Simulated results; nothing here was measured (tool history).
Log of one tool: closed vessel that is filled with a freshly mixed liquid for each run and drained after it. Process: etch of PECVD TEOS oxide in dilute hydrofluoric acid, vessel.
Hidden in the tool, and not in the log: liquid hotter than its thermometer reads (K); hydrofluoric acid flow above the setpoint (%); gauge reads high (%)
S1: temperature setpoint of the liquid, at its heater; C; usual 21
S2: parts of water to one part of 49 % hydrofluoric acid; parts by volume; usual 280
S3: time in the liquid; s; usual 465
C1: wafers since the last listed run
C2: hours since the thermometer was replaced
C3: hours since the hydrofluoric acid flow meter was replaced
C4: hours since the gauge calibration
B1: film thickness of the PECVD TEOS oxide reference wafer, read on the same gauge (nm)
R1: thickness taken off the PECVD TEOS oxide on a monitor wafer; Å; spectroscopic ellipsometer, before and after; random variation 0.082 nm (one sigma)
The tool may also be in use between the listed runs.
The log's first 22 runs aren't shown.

run	day	S1	S2	S3	C1	C2	C3	C4	B1	R1
# day 22.362: hydrofluoric acid flow meter replaced
23	24.638	21	280	465	5821	280.6	54.6	387.2	110.01	164.7
24	25.392	26	335	550	1823	298.7	72.7	405.3	109.99	182.5
25	26.467	21	280	465	2598	324.5	98.5	431.1	110	162.6
26	27.875	24.5	325	685	3404	358.3	132.3	464.9	110	228
27	28.675	21	280	465	1933	377.5	151.5	484.1	110	165.3
28	29.383	23	370	680	1712	394.5	168.5	501.1	110.02	180.5
29	30.546	24.5	280	570	2810	422.4	196.4	529	110.03	229
30	31.5	17	280	190	2306	445.3	219.3	551.9	110.01	58
# day 31.55: gauge calibrated
31	32.867	21	280	465	3303	478.1	252.1	31.6	110.01	165.4
32	33.404	19.5	245	260	1299	491	265	44.5	109.97	103

5 ways to go on from here, each from the tool as it stands after run 32. What would each give?
A	33.438	21	280	465	80	491.8	265.8	45.3	?	?
B	33.438	22.5	280	190	80	491.8	265.8	45.3	?	?
C	33.438	17.5	160	625	80	491.8	265.8	45.3	?	?
D	33.438	17	365	465	80	491.8	265.8	45.3	?	?
E	33.438	21	370	465	80	491.8	265.8	45.3	?	?

run	B1	R1
A	109.99	165.5
B	109.99	71.4
C	109.99	379.9
D	109.99	102
E	109.99	115.7
Without the tool's hidden state the same runs would have given:
run	R1
A	159.5
B	68.8
C	367.4
D	98.3
E	111.4
